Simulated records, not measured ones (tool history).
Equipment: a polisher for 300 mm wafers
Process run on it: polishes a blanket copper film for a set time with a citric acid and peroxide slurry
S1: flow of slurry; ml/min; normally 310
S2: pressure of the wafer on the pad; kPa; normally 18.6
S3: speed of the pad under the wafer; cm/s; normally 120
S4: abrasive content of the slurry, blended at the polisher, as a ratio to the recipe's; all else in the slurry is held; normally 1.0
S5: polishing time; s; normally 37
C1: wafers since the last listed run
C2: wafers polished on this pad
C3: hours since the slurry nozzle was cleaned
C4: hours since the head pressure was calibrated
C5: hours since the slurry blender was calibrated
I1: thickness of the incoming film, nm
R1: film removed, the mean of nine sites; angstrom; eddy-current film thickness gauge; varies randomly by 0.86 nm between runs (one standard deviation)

Run 1, day 0.000: usual settings; C1 0; C2 1031; C3 605.4; C4 424.9; C5 26.1; I1 523.9. Result: R1 879 angstrom.
Run 2, day 2.567: usual settings; C1 356; C2 1388; C3 667.0; C4 486.5; C5 87.7; I1 529.6. Result: R1 884 angstrom.
Run 3, day 4.079: usual settings; C1 209; C2 1598; C3 703.3; C4 522.8; C5 124.0; I1 520.3. Result: R1 883 angstrom.
Run 4, day 5.975: usual settings; C1 263; C2 1861; C3 748.8; C4 568.3; C5 169.5; I1 522.0. Result: R1 883 angstrom.
At day 7.104: slurry nozzle cleaned.
Run 5, day 9.021: usual settings; C1 417; C2 2278; C3 46.0; C4 641.4; C5 242.6; I1 512.6. Result: R1 890 angstrom.
At day 10.879: worn pad replaced by a new one.
Run 6, day 10.942: usual settings; C1 243; C2 8; C3 92.1; C4 687.5; C5 288.7; I1 514.3. Result: R1 905 angstrom.
Run 7, day 12.625: usual settings but S1 275 ml/min; C1 233; C2 242; C3 132.5; C4 727.9; C5 329.1; I1 519.3. Result: R1 875 angstrom.
At day 16.104: slurry blender recalibrated.
Run 8, day 16.708: usual settings but S1 275 ml/min; C1 555; C2 797; C3 230.5; C4 825.9; C5 14.5; I1 515.7. Result: R1 868 angstrom.
At day 18.625: head pressure recalibrated.
Run 9, day 22.088: usual settings; C1 735; C2 1532; C3 359.6; C4 83.1; C5 143.6; I1 525.2. Result: R1 892 angstrom.
Run 10, day 23.783: usual settings; C1 235; C2 1768; C3 400.3; C4 123.8; C5 184.3; I1 521.1. Result: R1 913 angstrom.
At day 25.092: worn pad replaced by a new one.
Run 11, day 26.204: usual settings; C1 312; C2 154; C3 458.4; C4 181.9; C5 242.4; I1 529.4. Result: R1 899 angstrom.
Run 12, day 31.121: usual settings; C1 682; C2 836; C3 576.4; C4 299.9; C5 360.4; I1 517.3. Result: R1 887 angstrom.
At day 33.521: slurry blender recalibrated.
Run 13, day 35.062: usual settings but S1 365 ml/min; C1 535; C2 1372; C3 671.0; C4 394.5; C5 37.0; I1 511.6. Result: R1 907 angstrom.
At day 35.796: slurry nozzle cleaned.
Run 14, day 37.108: usual settings but S1 365 ml/min; C1 278; C2 1650; C3 31.5; C4 443.6; C5 86.1; I1 517.0. Result: R1 896 angstrom.
Run 15, day 40.779: usual settings but S1 220 ml/min, S2 13.1 kPa, S3 88 cm/s, S4 1.2; C1 509; C2 2160; C3 119.6; C4 531.7; C5 174.2; I1 521.6. Result: R1 530 angstrom.
At day 43.933: worn pad replaced by a new one.
Run 16, day 43.967: usual settings; C1 419; C2 4; C3 196.1; C4 608.2; C5 250.7; I1 528.7. Result: R1 895 angstrom.
Run 17, day 46.054: usual settings but S1 275 ml/min, S2 16.5 kPa, S3 94 cm/s, S5 25 s; C1 289; C2 294; C3 246.2; C4 658.3; C5 300.8; I1 523.3. Result: R1 442 angstrom.
At day 47.962: slurry blender recalibrated.
Run 18, day 49.312: usual settings but S3 146 cm/s, S4 0.7; C1 440; C2 735; C3 324.4; C4 736.5; C5 32.4; I1 521.0. Result: R1 1007 angstrom.
Run 19, day 52.817: usual settings but S2 16.5 kPa, S5 49 s; C1 486; C2 1221; C3 408.5; C4 820.6; C5 116.5; I1 525.5. Result: R1 1078 angstrom.
At day 54.867: head pressure recalibrated.
Run 20, day 55.954: usual settings but S3 138 cm/s, S4 1.1; C1 423; C2 1645; C3 483.8; C4 26.1; C5 191.8; I1 516.1. Result: R1 1018 angstrom.
At day 58.138: worn pad replaced by a new one.
Run 21, day 60.292: usual settings but S2 22.1 kPa, S3 110 cm/s, S4 1.3, S5 26 s; C1 578; C2 299; C3 587.9; C4 130.2; C5 295.9; I1 521.9. Result: R1 691 angstrom.
Run 22, day 63.192: usual settings but S2 15.2 kPa; C1 402; C2 701; C3 657.5; C4 199.8; C5 365.5; I1 528.3. Result: R1 760 angstrom.
Run 23, day 65.450: usual settings but S1 225 ml/min; C1 313; C2 1015; C3 711.7; C4 254.0; C5 419.7; I1 510.1. Result: R1 844 angstrom.
At day 65.946: slurry blender recalibrated.
At day 66.046: slurry nozzle cleaned.
Run 24, day 69.371: usual settings but S5 43 s; C1 526; C2 1542; C3 79.8; C4 348.1; C5 82.2; I1 517.5. Result: R1 1046 angstrom.
At day 72.479: worn pad replaced by a new one.
Run 25, day 72.979: usual settings but S1 245 ml/min, S2 15.9 kPa; C1 477; C2 69; C3 166.4; C4 434.7; C5 168.8; I1 525.0. Result: R1 783 angstrom.
Run 26, day 74.925: usual settings; C1 270; C2 339; C3 213.1; C4 481.4; C5 215.5; I1 516.5. Result: R1 891 angstrom.
Run 27, day 79.004: usual settings but S4 0.9; C1 566; C2 905; C3 311.0; C4 579.3; C5 313.4; I1 512.8. Result: R1 864 angstrom.
Run 28, day 82.333: usual settings; C1 462; C2 1367; C3 390.9; C4 659.2; C5 393.3; I1 515.5. Result: R1 889 angstrom.

For each run, what was the tool's unlogged condition?
removal rate lost through wear of the pad, %: 0 across all the runs
slurry flow missing at the pad, %: 0 across all the runs
deviation of the head's pressure from its setpoint, %: 0 across all the runs
abrasive missing from the slurry, %: 0 across all the runs
